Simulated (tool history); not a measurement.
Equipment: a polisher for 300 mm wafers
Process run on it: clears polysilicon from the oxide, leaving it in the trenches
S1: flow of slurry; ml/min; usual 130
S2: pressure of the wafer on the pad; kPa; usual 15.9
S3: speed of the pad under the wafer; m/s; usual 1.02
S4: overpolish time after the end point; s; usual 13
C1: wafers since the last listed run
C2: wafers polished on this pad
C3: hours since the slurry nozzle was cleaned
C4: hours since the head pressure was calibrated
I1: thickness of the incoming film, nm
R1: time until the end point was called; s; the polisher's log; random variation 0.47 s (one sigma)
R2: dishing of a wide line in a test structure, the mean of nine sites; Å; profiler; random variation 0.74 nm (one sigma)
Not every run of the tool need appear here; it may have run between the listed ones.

run,day,S1,S2,S3,S4,C1,C2,C3,C4,I1,R1,R2
1,0.000,130,15.9,1.02,13,0,687,318.5,633.1,351.5,37.1,468
2,0.450,130,15.9,1.02,13,146,834,329.3,643.9,350.6,37.2,466
3,1.575,130,15.9,1.02,17,367,1201,356.3,670.9,354.5,37.2,486
# day 1.875: worn pad replaced by a new one
4,1.908,130,15.9,1.02,13,54,10,364.3,678.9,348.1,36.8,465
5,2.421,130,15.9,1.02,13,167,178,376.6,691.2,356.0,36.9,464
6,3.075,130,15.9,1.02,13,213,391,392.3,706.9,356.8,36.6,464
7,3.325,130,15.9,1.02,13,81,473,398.3,712.9,355.1,37.5,471
8,3.983,130,15.9,1.02,13,214,688,414.1,728.7,350.8,36.5,460
9,4.475,130,15.9,1.02,13,160,848,425.9,740.5,353.9,37.0,472
10,5.029,130,15.9,1.02,13,180,1029,439.2,753.8,347.8,35.4,463
# day 5.388: worn pad replaced by a new one
11,5.417,130,15.9,1.02,13,72,9,448.5,763.1,354.0,37.0,474
# day 5.479: slurry nozzle cleaned
12,5.729,130,15.9,1.02,13,88,97,6.0,770.6,343.1,36.6,464
13,6.354,130,15.9,1.02,13,204,301,21.0,785.6,352.6,37.3,462
14,6.696,130,15.9,1.02,13,111,413,29.2,793.8,343.2,35.8,460
15,7.442,130,15.9,1.02,7,243,656,47.1,811.7,349.7,37.5,368
16,8.038,130,15.9,1.02,7,194,851,61.4,826.0,348.6,37.0,381
17,8.446,130,15.9,0.90,13,133,984,71.2,835.8,344.4,39.8,462
# day 8.650: worn pad replaced by a new one
18,8.983,160,17.9,1.28,10,121,109,84.1,848.7,346.9,26.5,476
# day 9.604: head pressure recalibrated
19,9.938,105,15.9,1.34,13,284,393,107.0,8.0,350.3,32.9,476
20,10.433,90,18.6,1.02,15,161,555,118.9,19.9,345.0,36.7,475
21,11.092,130,15.9,1.02,13,214,770,134.7,35.7,354.6,40.9,452
22,11.450,95,15.9,1.02,17,116,887,143.3,44.3,348.9,42.7,467
23,12.000,165,15.9,1.02,13,179,1066,156.5,57.5,350.6,39.6,470
# day 12.492: worn pad replaced by a new one
24,12.558,130,15.9,1.02,13,127,21,169.9,70.9,349.4,40.7,457
25,12.904,130,11.0,1.02,18,112,134,178.2,79.2,348.5,57.7,457
26,13.433,130,17.2,0.82,9,172,307,190.9,91.9,349.8,44.4,386
27,14.021,130,15.9,1.28,13,191,498,205.0,106.0,354.0,34.0,472
# day 14.154: head pressure recalibrated, repeated, since the last time left the tool worse
28,14.375,130,15.9,0.80,13,88,587,213.5,5.3,357.0,42.8,445
29,14.775,160,21.4,1.36,13,130,717,223.1,14.9,349.9,19.7,489
30,15.379,130,15.9,1.02,13,197,915,237.6,29.4,347.6,33.0,461
31,15.775,130,15.9,1.02,18,129,1044,247.1,38.9,352.6,35.1,479
# day 16.000: worn pad replaced by a new one
32,16.050,155,15.9,1.02,13,35,17,253.7,45.5,347.9,32.4,479
33,16.308,130,15.9,0.86,10,84,101,259.9,51.7,346.5,38.4,427
34,16.604,130,15.9,0.78,13,96,197,267.0,58.8,346.8,41.8,451
35,17.150,115,20.0,0.80,20,178,376,280.1,71.9,346.6,33.7,490

Consider 3 possible next runs. They are alternatives, not a sequence: every one starts from the tool as it was left by run 35. What does each give?
A,17.167,130,15.9,1.02,13,5,381,280.5,72.3,348.0,?,?
B,17.167,130,15.9,0.90,11,5,381,280.5,72.3,348.0,?,?
C,17.167,95,15.9,1.28,13,5,381,280.5,72.3,348.0,?,?

run,R1,R2
A,34.7,475
B,38.3,448
C,30.5,484
Without the tool's hidden state the same runs would have given:
run,R1,R2
A,34.6,475
B,38.2,448
C,30.5,484
